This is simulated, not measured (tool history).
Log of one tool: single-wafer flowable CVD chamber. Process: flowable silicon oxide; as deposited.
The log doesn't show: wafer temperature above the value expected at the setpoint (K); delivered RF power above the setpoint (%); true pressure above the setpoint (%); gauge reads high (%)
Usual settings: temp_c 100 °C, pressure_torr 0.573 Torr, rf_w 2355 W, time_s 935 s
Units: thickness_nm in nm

run    hour  temp_c  pressure_torr  rf_w  time_s  wafers since the last listed run  hours since the last thermocouple change  hours since the last RF generator calibration  hours since the last manometer calibration  hours since the showerhead was replaced  hours since the gauge calibration  read-back reference wafer on the same gauge, thickness_nm  thickness_nm
  1       0     100          0.573  2355     935                                 0                                    2000.5                                          827.3                                      1050.8                                   3690.9                              946.3                                                    388.235       329.024
  2    42.6     100          0.573  2355     841                                75                                    2043.1                                          869.9                                      1093.4                                   3733.5                              988.9                                                    388.348       293.049
         83  -- gauge calibrated
  3    95.9     100          0.573  2355     841                                94                                    2096.4                                          923.2                                      1146.7                                   3786.8                               12.9                                                    388.823       295.722
  4   145.1     100          0.573  2355     841                                86                                    2145.6                                          972.4                                      1195.9                                     3836                               62.1                                                    388.772       296.792
  5   194.9     100          0.573  2355     935                                87                                    2195.4                                         1022.2                                      1245.7                                   3885.8                              111.9                                                    388.876        331.96
      240.1  -- showerhead replaced, of another model than before
  6   245.2     100          0.573  2355     935                                74                                    2245.7                                         1072.5                                        1296                                      5.1                              162.2                                                      388.8        326.58
  7   276.9     100          0.573  2355     935                                55                                    2277.4                                         1104.2                                      1327.7                                     36.8                              193.9                                                    389.367       329.676
  8   305.1     100          0.573  2355     935                                49                                    2305.6                                         1132.4                                      1355.9                                       65                              222.1                                                    388.513       329.862
      348.7  -- RF generator calibrated
  9     369     100          0.573  2355    1005                                98                                    2369.5                                           20.3                                      1419.8                                    128.9                                286                                                    388.607       353.278
 10   397.5      87          0.573  2085     858                                50                                      2398                                           48.8                                      1448.3                                    157.4                              314.5                                                    388.815        452.19
        431  -- capacitance manometer re-zeroed and calibrated
 11     453     108          0.573  1950     935                                83                                    2453.5                                          104.3                                          22                                    212.9                                370                                                    390.172       247.088
 12   490.8     100          0.453  2355     813                                66                                    2491.3                                          142.1                                        59.8                                    250.7                              407.8                                                     388.75        254.38
 13   559.7     100          0.573  2355     935                               121                                    2560.2                                            211                                       128.7                                    319.6                              476.7                                                    388.244        326.71
      577.9  -- thermocouple changed; heater temperature recalibrated
 14   583.8      86           0.65  2355    1029                                28                                       5.9                                          235.1                                       152.8                                    343.7                              500.8                                                    388.554       662.582
 15     637     100          0.481  2355     883                                93                                      59.1                                          288.3                                         206                                    396.9                                554                                                    389.932       308.548
 16   672.9     100          0.573  2355     935                                63                                        95                                          324.2                                       241.9                                    432.8                              589.9                                                    389.868       356.786
 17   701.4     100          0.612  2630     998                                50                                     123.5                                          352.7                                       270.4                                    461.3                              618.4                                                     389.28       397.065
 18   748.4      91          0.468  2610     860                                82                                     170.5                                          399.7                                       317.4                                    508.3                              665.4                                                    389.153       398.563
 19   819.9     100          0.503  2035    1118                               126                                       242                                          471.2                                       388.9                                    579.8                              736.9                                                    388.179       384.524
 20     887     100          0.573  2355     935                               118                                     309.1                                          538.3                                         456                                    646.9                                804                                                     388.99       351.705
 21   945.5     100          0.573  2355    1053                               103                                     367.6                                          596.8                                       514.5                                    705.4                              862.5                                                    389.199       392.128
 22  1009.8      93          0.635  2355     935                               113                                     431.9                                          661.1                                       578.8                                    769.7                              926.8                                                    388.764       465.147
 23  1055.9     100          0.573  2355     935                                81                                       478                                          707.2                                       624.9                                    815.8                              972.9                                                    389.038       347.896
 24  1097.4      90          0.657  2645     935                                73                                     519.5                                          748.7                                       666.4                                    857.3                             1014.4                                                    388.642       529.941
 25  1141.9     100          0.573  2355     935                                78                                       564                                          793.2                                       710.9                                    901.8                             1058.9                                                     389.29       345.417
 26  1196.4      86          0.573  2355     935                                96                                     618.5                                          847.7                                       765.4                                    956.3                             1113.4                                                    389.811       545.603
 27  1252.7     100          0.534  2355     935                                99                                     674.8                                            904                                       821.7                                   1012.6                             1169.7                                                     388.61        331.05
     1260.2  -- gauge calibrated
     1303.9  -- RF generator calibrated
 28  1319.6     100          0.573  2355     935                               104                                     741.7                                           15.7                                       888.6                                   1079.5                               59.4                                                    388.261       341.895

4 ways to go on from here, each from the tool as it stands after run 28. What would each give?
  A  1320.3     100          0.573  2355    1033                                 1                                     742.4                                           16.4                                       889.3                                   1080.2                               60.1                                                          ?             ?
  B  1320.3     113          0.573  2080    1114                                 1                                     742.4                                           16.4                                       889.3                                   1080.2                               60.1                                                          ?             ?
  C  1320.3     100          0.715  1915     935                                 1                                     742.4                                           16.4                                       889.3                                   1080.2                               60.1                                                          ?             ?
  D  1320.3      87          0.448  2355     935                                 1                                     742.4                                           16.4                                       889.3                                   1080.2                               60.1                                                          ?             ?

run  read-back reference wafer on the same gauge, thickness_nm  thickness_nm
  A                                                    389.624       376.498
  B                                                    389.624        263.13
  C                                                    389.624       380.039
  D                                                    389.624       455.718
Without the tool's hidden state the same runs would have given:
run  thickness_nm
  A       394.743
  B       274.724
  C       398.456
  D       474.742

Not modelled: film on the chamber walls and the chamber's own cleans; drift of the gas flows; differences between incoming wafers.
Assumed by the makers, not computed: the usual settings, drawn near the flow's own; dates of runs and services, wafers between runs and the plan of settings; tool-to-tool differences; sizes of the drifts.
